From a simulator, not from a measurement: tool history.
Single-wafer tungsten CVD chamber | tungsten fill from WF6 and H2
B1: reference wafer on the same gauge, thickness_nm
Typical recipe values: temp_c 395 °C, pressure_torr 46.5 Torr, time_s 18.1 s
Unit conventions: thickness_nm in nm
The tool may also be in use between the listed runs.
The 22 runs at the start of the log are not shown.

run 23 day=26.362 | temp_c=407 pressure_torr=46.5 time_s=15.9 | B1=60.829 | thickness_nm=68.508
-- day=27.067 thermocouple changed; heater temperature recalibrated
run 24 day=27.088 | temp_c=395 pressure_torr=46.5 time_s=18.1 | B1=60.71 | thickness_nm=58.578
run 25 day=27.662 | temp_c=381 pressure_torr=46.5 time_s=18.1 | B1=60.666 | thickness_nm=45.871
run 26 day=28.658 | temp_c=407 pressure_torr=46.5 time_s=19.2 | B1=60.746 | thickness_nm=76.891
run 27 day=29.25 | temp_c=390 pressure_torr=51.2 time_s=21.7 | B1=60.81 | thickness_nm=67.374
run 28 day=30.462 | temp_c=401 pressure_torr=50.7 time_s=18.1 | B1=60.734 | thickness_nm=68.066
run 29 day=31.829 | temp_c=383 pressure_torr=42.8 time_s=18.1 | B1=60.726 | thickness_nm=46.206
run 30 day=32.775 | temp_c=395 pressure_torr=46.5 time_s=16.7 | B1=60.721 | thickness_nm=54.927
run 31 day=33.808 | temp_c=405 pressure_torr=51.7 time_s=19.6 | B1=60.699 | thickness_nm=79.537
run 32 day=34.9 | temp_c=400 pressure_torr=42.3 time_s=17.1 | B1=60.645 | thickness_nm=58.055
run 33 day=36.354 | temp_c=395 pressure_torr=46.5 time_s=18.1 | B1=60.624 | thickness_nm=59.217
run 34 day=36.883 | temp_c=386 pressure_torr=52.2 time_s=18.1 | B1=60.746 | thickness_nm=53.255

Below are 4 alternative next runs, each starting from the tool's condition after run 34. Predict each:
run A day=36.9 | temp_c=395 pressure_torr=46.5 time_s=18.1 | B1=? | thickness_nm=?
run B day=36.9 | temp_c=404 pressure_torr=43.5 time_s=19.5 | B1=? | thickness_nm=?
run C day=36.9 | temp_c=382 pressure_torr=51.1 time_s=20.2 | B1=? | thickness_nm=?
run D day=36.9 | temp_c=402 pressure_torr=46.5 time_s=20.1 | B1=? | thickness_nm=?

run=A B1=60.825 thickness_nm=59.463
run=B B1=60.825 thickness_nm=72.464
run=C B1=60.825 thickness_nm=54.766
run=D B1=60.825 thickness_nm=74.38
Without the tool's unlogged condition, the same runs would have read:
run=A thickness_nm=57.373
run=B thickness_nm=70.066
run=C thickness_nm=52.725
run=D thickness_nm=71.906

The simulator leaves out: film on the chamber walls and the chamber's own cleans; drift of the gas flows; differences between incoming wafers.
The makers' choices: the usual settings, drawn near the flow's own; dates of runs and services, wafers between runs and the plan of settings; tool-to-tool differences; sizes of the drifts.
